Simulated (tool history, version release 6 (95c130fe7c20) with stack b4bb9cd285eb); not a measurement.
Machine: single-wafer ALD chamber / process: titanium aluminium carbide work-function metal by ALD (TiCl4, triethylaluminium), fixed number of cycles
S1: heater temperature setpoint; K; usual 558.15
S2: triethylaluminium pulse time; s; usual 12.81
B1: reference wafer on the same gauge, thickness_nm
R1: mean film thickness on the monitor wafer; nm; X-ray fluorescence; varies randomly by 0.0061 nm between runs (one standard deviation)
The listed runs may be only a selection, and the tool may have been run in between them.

Run 1, hour 0: usual settings; B1 1.911. Result: R1 2.07 nm.
Run 2, hour 66.1: usual settings; B1 1.91. Result: R1 2.07 nm.
Run 3, hour 148.6: usual settings; B1 1.911. Result: R1 2.063 nm.
Run 4, hour 378: usual settings but S2 10.42 s; B1 1.911. Result: R1 2.044 nm.
Run 5, hour 463.8: usual settings but S2 10.42 s; B1 1.909. Result: R1 2.033 nm.
Run 6, hour 736.5: usual settings but S2 10.42 s; B1 1.909. Result: R1 2.034 nm.
Run 7, hour 828.4: usual settings but S2 10.87 s; B1 1.907. Result: R1 2.035 nm.
Run 8, hour 922.4: usual settings but S2 10.87 s; B1 1.91. Result: R1 2.027 nm.
Run 9, hour 977.4: usual settings but S2 16.4 s; B1 1.911. Result: R1 2.057 nm.
Run 10, hour 1026.6: usual settings but S2 16.4 s; B1 1.911. Result: R1 2.069 nm.
Run 11, hour 1082.2: usual settings but S2 16.4 s; B1 1.909. Result: R1 2.06 nm.
Run 12, hour 1186.3: usual settings; B1 1.911. Result: R1 2.039 nm.
Run 13, hour 1283.8: usual settings; B1 1.912. Result: R1 2.025 nm.
Run 14, hour 1365.6: usual settings but S2 10.42 s; B1 1.908. Result: R1 1.993 nm.
Run 15, hour 1428.5: usual settings but S1 547.15 K; B1 1.912. Result: R1 1.918 nm.
Run 16, hour 1534: usual settings but S1 550.15 K, S2 11.42 s; B1 1.909. Result: R1 1.929 nm.
Run 17, hour 1598.7: usual settings but S1 563.15 K, S2 11.26 s; B1 1.912. Result: R1 2.029 nm.
Run 18, hour 1682: usual settings but S1 563.15 K, S2 11.26 s; B1 1.909. Result: R1 2.105 nm.
Run 19, hour 1786.5: usual settings but S2 14.88 s; B1 1.91. Result: R1 2.085 nm.
Run 20, hour 1878.3: usual settings but S1 549.15 K, S2 8.97 s; B1 1.909. Result: R1 1.956 nm.
Run 21, hour 1928.5: usual settings; B1 1.908. Result: R1 2.069 nm.
Run 22, hour 2019.3: usual settings but S1 548.15 K, S2 15.91 s; B1 1.911. Result: R1 1.991 nm.
Run 23, hour 2096: usual settings but S1 554.15 K, S2 9.2 s; B1 1.909. Result: R1 1.988 nm.
Run 24, hour 2176.8: usual settings but S2 14.34 s; B1 1.91. Result: R1 2.069 nm.
Run 25, hour 2218.4: usual settings; B1 1.911. Result: R1 2.071 nm.
Run 26, hour 2260.8: usual settings; B1 1.909. Result: R1 2.048 nm.
Run 27, hour 2357: usual settings but S1 563.15 K, S2 9.53 s; B1 1.911. Result: R1 2.058 nm.

Put back what was entered between runs (5 entries, withheld): which listed runs does each sit between, and how does the hidden state differ from the listed run before to the listed run after?
Run 9 -> run 10: triethylaluminium bottle replaced (hour 1018.1)
  wafer temperature above the value expected at the setpoint (K): -3.34 -> -3.49
  measured value less the no-hidden-state value, R1: -0.028 -> -0.03 nm
Run 12 -> run 13: thermocouple changed; heater temperature recalibrated (hour 1269.6)
  wafer temperature above the value expected at the setpoint (K): -3.99 -> -6.65
  measured value less the no-hidden-state value, R1: -0.033 -> -0.055 nm
Run 13 -> run 14: gauge calibrated (hour 1350.2); showerhead replaced (hour 1365.1)
  wafer temperature above the value expected at the setpoint (K): -6.65 -> -6.9
  measured value less the no-hidden-state value, R1: -0.055 -> -0.057 nm
Run 17 -> run 18: thermocouple changed; heater temperature recalibrated, repeated, since the last time left the tool worse (hour 1663.2)
  wafer temperature above the value expected at the setpoint (K): -7.63 -> -0.185
  measured value less the no-hidden-state value, R1: -0.064 -> -0.002 nm

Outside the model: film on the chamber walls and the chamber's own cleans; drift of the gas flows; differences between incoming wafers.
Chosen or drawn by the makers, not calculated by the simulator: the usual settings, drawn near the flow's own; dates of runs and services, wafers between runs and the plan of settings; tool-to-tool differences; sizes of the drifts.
